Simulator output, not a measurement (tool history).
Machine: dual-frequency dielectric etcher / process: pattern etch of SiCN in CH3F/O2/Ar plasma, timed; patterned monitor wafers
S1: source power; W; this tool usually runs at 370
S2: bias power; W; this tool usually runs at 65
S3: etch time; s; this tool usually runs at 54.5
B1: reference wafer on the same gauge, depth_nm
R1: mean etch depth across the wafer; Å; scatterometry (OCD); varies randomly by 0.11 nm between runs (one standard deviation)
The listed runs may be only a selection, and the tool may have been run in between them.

Run 1, hour 0.0: usual settings; B1 22.62. Result: R1 190.5 Å.
Run 2, hour 16.7: usual settings; B1 22.59. Result: R1 191.3 Å.
Run 3, hour 31.1: usual settings; B1 22.57. Result: R1 189.4 Å.
Run 4, hour 46.5: usual settings; B1 22.61. Result: R1 189.7 Å.
Run 5, hour 61.0: usual settings; B1 22.62. Result: R1 189.7 Å.
At hour 66.7: gauge calibrated.
At hour 88.1: wet clean of the chamber.
Run 6, hour 88.6: usual settings; B1 22.60. Result: R1 198.3 Å.
Run 7, hour 89.0: usual settings; B1 22.59. Result: R1 198.8 Å.
Run 8, hour 100.0: usual settings; B1 22.58. Result: R1 197.8 Å.
Run 9, hour 108.2: usual settings; B1 22.58. Result: R1 194.8 Å.
Run 10, hour 114.7: usual settings; B1 22.62. Result: R1 195.8 Å.
Run 11, hour 132.2: usual settings but S1 430 W; B1 22.58. Result: R1 209.6 Å.
At hour 136.3: source power generator calibrated.
Run 12, hour 180.4: usual settings; B1 22.64. Result: R1 195.2 Å.
Run 13, hour 191.6: usual settings but S1 410 W, S3 38.5 s; B1 22.62. Result: R1 145.0 Å.
Run 14, hour 203.8: usual settings but S3 68.5 s; B1 22.61. Result: R1 243.4 Å.
At hour 231.1: upper electrode replaced, of another model than before.
Run 15, hour 231.6: usual settings but S1 410 W, S3 66.0 s; B1 22.58. Result: R1 253.0 Å.
Run 16, hour 231.9: usual settings but S1 280 W, S2 54 W, S3 48.5 s; B1 22.60. Result: R1 114.4 Å.
Run 17, hour 240.5: usual settings but S2 53 W, S3 70.5 s; B1 22.59. Result: R1 208.7 Å.
Run 18, hour 250.2: usual settings; B1 22.60. Result: R1 195.7 Å.
Run 19, hour 259.7: usual settings but S1 410 W, S3 67.0 s; B1 22.58. Result: R1 256.7 Å.
Run 20, hour 270.4: usual settings but S1 300 W, S3 64.0 s; B1 22.61. Result: R1 192.0 Å.
Run 21, hour 280.7: usual settings but S1 350 W, S3 65.5 s; B1 22.62. Result: R1 223.0 Å.
At hour 290.6: bias power generator calibrated.
Run 22, hour 291.1: usual settings but S1 400 W; B1 22.58. Result: R1 206.0 Å.
Run 23, hour 296.8: usual settings; B1 22.61. Result: R1 192.8 Å.
Run 24, hour 307.8: usual settings but S1 410 W; B1 22.61. Result: R1 206.3 Å.
Run 25, hour 322.1: usual settings; B1 22.64. Result: R1 194.3 Å.
Run 26, hour 330.6: usual settings but S1 400 W, S3 40.5 s; B1 22.62. Result: R1 149.8 Å.
Run 27, hour 345.0: usual settings but S2 60 W; B1 22.61. Result: R1 178.5 Å.
Run 28, hour 352.2: usual settings but S1 340 W, S2 55 W, S3 68.0 s; B1 22.63. Result: R1 191.4 Å.
Run 29, hour 395.1: usual settings but S1 450 W, S2 76 W; B1 22.60. Result: R1 246.6 Å.

Measured less the same run without the tool's hidden state. The same run-to-run variation is in both; the gauge's scatter may not be:
Hidden state at play: etch rate over this chamber's usual, %; source power that arrives over what is set, %; bias power that arrives over what is set, %; gauge reads high (%).
run    R1
  1  -5.4
  2  -5.7
  3  -6.0
  4  -6.2
  5  -6.6
  6  +0.7
  7  +0.6
  8  +0.5
  9  +0.3
 10  +0.1
 11  -0.2
 12  -1.0
 13  -0.9
 14  -1.8
 15  -2.6
 16  -1.2
 17  -2.4
 18  -2.4
 19  -3.4
 20  -2.7
 21  -3.4
 22  -3.3
 23  -3.2
 24  -3.7
 25  -3.7
 26  -3.0
 27  -3.8
 28  -4.2
 29  -6.5
